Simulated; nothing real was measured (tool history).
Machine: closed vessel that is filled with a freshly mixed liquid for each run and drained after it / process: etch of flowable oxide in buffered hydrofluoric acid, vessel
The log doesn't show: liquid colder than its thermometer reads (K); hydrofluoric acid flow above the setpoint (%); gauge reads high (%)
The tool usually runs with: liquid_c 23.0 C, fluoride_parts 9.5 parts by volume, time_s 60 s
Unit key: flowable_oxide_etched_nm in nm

run     day  liquid_c  fluoride_parts  time_s  wafers since the last listed run  hours since the thermometer was replaced  hours since the hydrofluoric acid flow meter was replaced  hours since the gauge calibration  read-back film thickness of the flowable oxide reference wafer, read on the same gauge (nm)  flowable_oxide_etched_nm
  1   0.000      25.0             9.5      60                                 0                                    1931.2                                                     2535.9                              123.6                                                                                       119.97                    350.41
  2   0.742      25.0             9.5      60                              1894                                    1949.0                                                     2553.7                              141.4                                                                                       119.98                    348.45
  3   1.588      23.0             9.5      60                              2160                                    1969.3                                                     2574.0                              161.7                                                                                       119.99                    313.09
  4   3.033      23.0             9.5      60                              3692                                    2004.0                                                     2608.7                              196.4                                                                                       120.02                    312.13
  5   3.942      23.0             9.5      60                              2319                                    2025.8                                                     2630.5                              218.2                                                                                       119.99                    312.47
  6   7.292      23.0             9.5      60                              8554                                    2106.2                                                     2710.9                              298.6                                                                                       119.98                    315.63
  7   8.067      23.0             9.5      60                              1979                                    2124.8                                                     2729.5                              317.2                                                                                       120.00                    311.37
      8.808  -- hydrofluoric acid flow meter replaced
  8   8.983      23.0             9.5      60                              2234                                    2146.8                                                        4.2                              339.2                                                                                       120.00                    280.36
  9   9.721      23.0             9.5      60                              1883                                    2164.5                                                       21.9                              356.9                                                                                       120.02                    279.53
 10  11.117      23.0             9.5      85                              3564                                    2198.0                                                       55.4                              390.4                                                                                       120.02                    400.46
 11  12.471      23.0             9.5      85                              3458                                    2230.5                                                       87.9                              422.9                                                                                       120.01                    394.62
     13.704  -- thermometer replaced
 12  13.788      19.0            13.0      70                              3255                                       2.0                                                      119.5                              454.5                                                                                       120.01                    218.49
 13  15.071      20.5             6.5      85                              3277                                      32.8                                                      150.3                              485.3                                                                                       120.02                    559.76
 14  15.888      20.5            11.0      35                              2085                                      52.4                                                      169.9                              504.9                                                                                       119.98                    139.72
 15  16.788      21.5            11.0      45                              2298                                      74.0                                                      191.5                              526.5                                                                                       119.98                    191.59
 16  17.512      25.5             7.5      60                              1851                                      91.4                                                      208.9                              543.9                                                                                       119.97                    457.26
     17.996  -- gauge calibrated
 17  18.454      27.5             9.5      60                              2404                                     114.0                                                      231.5                               11.0                                                                                       120.01                    395.63
 18  19.946      23.0             9.5      85                              3809                                     149.8                                                      267.3                               46.8                                                                                       120.00                    443.39
 19  21.092      23.0             9.5      75                              2926                                     177.3                                                      294.8                               74.3                                                                                       119.99                    390.27
 20  22.583      26.0             8.0      85                              3809                                     213.1                                                      330.6                              110.1                                                                                       120.03                    616.04
 21  23.312      19.0            13.0      70                              1862                                     230.6                                                      348.1                              127.6                                                                                       120.03                    220.55
 22  24.504      23.0             9.5      60                              3043                                     259.2                                                      376.7                              156.2                                                                                       119.99                    311.95

5 options for the next run, each taken on its own from the tool as it stands now. Forecast them:
  A  24.533      20.0             9.5      60                                74                                     259.9                                                      377.4                              156.9                                                                                            ?                         ?
  B  24.533      23.0             9.5      35                                74                                     259.9                                                      377.4                              156.9                                                                                            ?                         ?
  C  24.533      25.5             6.5      70                                74                                     259.9                                                      377.4                              156.9                                                                                            ?                         ?
  D  24.533      25.0            12.5      70                                74                                     259.9                                                      377.4                              156.9                                                                                            ?                         ?
  E  24.533      25.5             9.5      45                                74                                     259.9                                                      377.4                              156.9                                                                                            ?                         ?

run  read-back film thickness of the flowable oxide reference wafer, read on the same gauge (nm)  flowable_oxide_etched_nm
  A                                                                                       120.00                    264.68
  B                                                                                       120.00                    182.42
  C                                                                                       120.00                    609.56
  D                                                                                       120.00                    320.11
  E                                                                                       120.00                    268.82
Stripped of hidden state, with their random variation kept, the same runs would have yielded:
run  flowable_oxide_etched_nm
  A                    266.84
  B                    183.81
  C                    609.87
  D                    319.32
  E                    270.77
